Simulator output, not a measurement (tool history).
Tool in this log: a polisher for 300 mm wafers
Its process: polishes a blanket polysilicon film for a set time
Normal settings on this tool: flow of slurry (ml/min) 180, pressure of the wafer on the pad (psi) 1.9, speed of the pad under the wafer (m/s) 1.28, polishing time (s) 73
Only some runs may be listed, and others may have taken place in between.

run    hour  flow of slurry (ml/min)  pressure of the wafer on the pad (psi)  speed of the pad under the wafer (m/s)  polishing time (s)  incoming thickness of the incoming film, nm  film removed (nm)
  1       0                      180                                     1.9                                     1.6                  73                                       1504.1              725.6
         31  -- head pressure recalibrated
       31.7  -- worn pad replaced by a new one
  2    66.6                      180                                     1.9                                     1.6                  73                                       1524.3              730.2
  3   104.3                      180                                     1.9                                    1.28                  79                                       1495.7              629.3
      166.7  -- slurry nozzle cleaned
  4   171.5                      180                                     1.9                                    1.28                  83                                       1474.7              656.2
  5   219.7                      180                                     1.9                                    1.28                  83                                       1501.1              662.1
  6   245.1                      180                                     1.9                                    1.28                  83                                       1506.1                651
      264.3  -- worn pad replaced by a new one
  7   292.5                      145                                     1.9                                    1.06                  73                                       1517.3              457.5
  8   355.7                      145                                     1.9                                    1.06                  73                                       1501.6              464.1
  9   382.3                      180                                     1.4                                    1.28                  73                                       1489.6              423.9
 10     420                      180                                     1.4                                    1.28                  73                                       1501.9              424.1
      425.4  -- slurry nozzle cleaned
 11     455                      180                                     1.9                                    1.28                  73                                       1495.9              578.1
 12   496.4                      180                                     1.9                                    1.28                  73                                       1508.3              583.6
        519  -- worn pad replaced by a new one
 13   537.1                      180                                     1.9                                    1.28                  73                                       1499.7              588.2
 14   573.4                      180                                     1.9                                    1.42                  61                                       1511.3              539.8
 15   643.6                      245                                     1.5                                    1.44                  73                                       1493.1              533.5
      671.8  -- slurry nozzle cleaned
 16   679.5                      225                                     1.9                                    1.08                  73                                         1508              511.1
 17   712.5                      210                                     1.2                                    1.28                  73                                       1478.9              370.3
 18   751.1                      180                                     1.9                                    1.28                  73                                       1490.4              584.5
 19   778.8                      180                                     1.4                                    1.28                  51                                       1511.1              303.1
      782.9  -- worn pad replaced by a new one
        788  -- head pressure recalibrated
 20   811.6                      180                                     1.9                                    1.28                  73                                       1494.7              583.9
 21     847                      180                                     1.9                                    1.56                  94                                       1498.4              915.3
 22     883                      120                                     1.5                                    1.28                  81                                       1465.2              478.7
      915.6  -- slurry nozzle cleaned
 23   944.1                      180                                     1.9                                     0.9                  73                                       1512.6              415.5
        989  -- worn pad replaced by a new one
 24   994.4                      180                                     2.4                                    1.48                  73                                       1491.1              867.5
 25  1030.5                      180                                     1.9                                    1.28                  73                                       1500.8              585.8
 26  1085.7                      145                                     1.9                                    1.06                  73                                       1504.6              462.5
 27  1152.6                      180                                     1.9                                    1.28                  73                                         1508              578.9

Branching from run 27: 5 alternative next runs. What would each branch give?
  A  1153                      180                                     1.9                                    1.28                  73                                       1506.1                  ?
  B  1153                      180                                     2.2                                    1.06                  60                                       1506.1                  ?
  C  1153                      180                                     1.6                                     1.4                  73                                       1506.1                  ?
  D  1153                      145                                     2.5                                    1.12                  83                                       1506.1                  ?
  E  1153                      180                                     1.9                                    1.28                  54                                       1506.1                  ?

run  film removed (nm)
  A              577.2
  B              454.9
  C              531.6
  D              731.1
  E              426.9
Stripped of hidden state, with their random variation kept, the same runs would have yielded:
run  film removed (nm)
  A              577.2
  B              454.9
  C              531.6
  D              731.1
  E              426.9
